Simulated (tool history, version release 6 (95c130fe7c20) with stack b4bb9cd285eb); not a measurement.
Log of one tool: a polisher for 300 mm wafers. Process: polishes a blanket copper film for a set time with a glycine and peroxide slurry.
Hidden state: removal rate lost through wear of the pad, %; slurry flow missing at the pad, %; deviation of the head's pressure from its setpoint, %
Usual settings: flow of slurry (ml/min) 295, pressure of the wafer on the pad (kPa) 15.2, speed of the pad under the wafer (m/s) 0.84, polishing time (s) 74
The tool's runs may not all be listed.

run    hour  flow of slurry (ml/min)  pressure of the wafer on the pad (kPa)  speed of the pad under the wafer (m/s)  polishing time (s)  wafers since the last listed run  wafers polished on this pad  hours since the slurry nozzle was cleaned  hours since the head pressure was calibrated  incoming thickness of the incoming film, nm  film removed (Å)
  1       0                      295                                    15.2                                    0.66                  74                                 0                          784                                        238                                         298.8                                       1680.1              2995
  2    51.6                      295                                    16.5                                    0.84                  74                               426                         1211                                      289.6                                         350.4                                         1726              3650
  3   106.7                      295                                    16.5                                    0.84                  74                               455                         1666                                      344.7                                         405.5                                       1696.2              3593
      113.4  -- worn pad replaced by a new one
  4   214.3                      295                                    16.5                                    0.84                  74                               856                          834                                      452.3                                         513.1                                       1706.3              3509
      236.6  -- slurry nozzle cleaned
  5     296                      295                                    15.2                                    0.84                  74                               667                         1501                                       59.4                                         594.8                                       1689.1              3448
      333.5  -- worn pad replaced by a new one
  6     334                      240                                    16.5                                    0.84                  74                               281                            4                                       97.4                                         632.8                                       1700.9              3595
  7     390                      240                                    16.5                                    0.84                  74                               462                          467                                      153.4                                         688.8                                       1715.6              3522
  8   509.2                      295                                    15.2                                    0.84                  74                               985                         1452                                      272.6                                           808                                       1713.9              3377
      568.5  -- worn pad replaced by a new one
  9   582.2                      295                                    15.2                                    0.84                  74                               570                          113                                      345.6                                           881                                       1687.4              3385
      631.4  -- head pressure recalibrated
 10   652.4                      240                                    16.5                                    0.84                  74                               563                          677                                      415.8                                            21                                       1670.6              3469
 11   733.1                      295                                    15.2                                    0.84                  60                               667                         1344                                      496.5                                         101.7                                       1697.8              2650
 12   785.6                      295                                    15.2                                    1.02                  65                               434                         1778                                        549                                         154.2                                       1702.4              3166
      791.5  -- slurry nozzle cleaned
      811.7  -- worn pad replaced by a new one
 13   855.4                      295                                    15.2                                    0.84                  56                               535                          360                                       63.9                                           224                                       1675.6              2576
 14   911.4                      295                                    15.2                                    0.84                  74                               462                          823                                      119.9                                           280                                       1710.9              3349
 15   980.7                      215                                    10.3                                    0.54                  58                               572                         1396                                      189.2                                         349.3                                       1717.2              1607
 16  1022.6                      295                                      20                                    0.98                  74                               346                         1743                                      231.1                                         391.2                                       1677.7              4593
     1083.5  -- worn pad replaced by a new one
 17  1101.6                      295                                    15.2                                    0.84                  74                               620                          149                                      310.1                                         470.2                                       1711.9              3364
 18  1208.2                      295                                    15.2                                    0.84                  74                               881                         1030                                      416.7                                         576.8                                       1713.8              3316

5 ways to go on from here, each from the tool as it stands after run 18. What would each give?
  A  1208.6                      295                                    15.2                                    0.84                  74                                 3                         1034                                      417.1                                         577.2                                       1702.7                 ?
  B  1208.6                      380                                     9.7                                    0.84                  74                                 3                         1034                                      417.1                                         577.2                                       1702.7                 ?
  C  1208.6                      200                                    15.2                                    0.84                  89                                 3                         1034                                      417.1                                         577.2                                       1702.7                 ?
  D  1208.6                      200                                    15.2                                    0.84                  74                                 3                         1034                                      417.1                                         577.2                                       1702.7                 ?
  E  1208.6                      295                                    17.2                                    0.84                  74                                 3                         1034                                      417.1                                         577.2                                       1702.7                 ?

run  film removed (Å)
  A              3328
  B              2515
  C              3746
  D              3115
  E              3660
Without the tool's hidden state the same runs would have given:
run  film removed (Å)
  A              3441
  B              2580
  C              3939
  D              3275
  E              3784
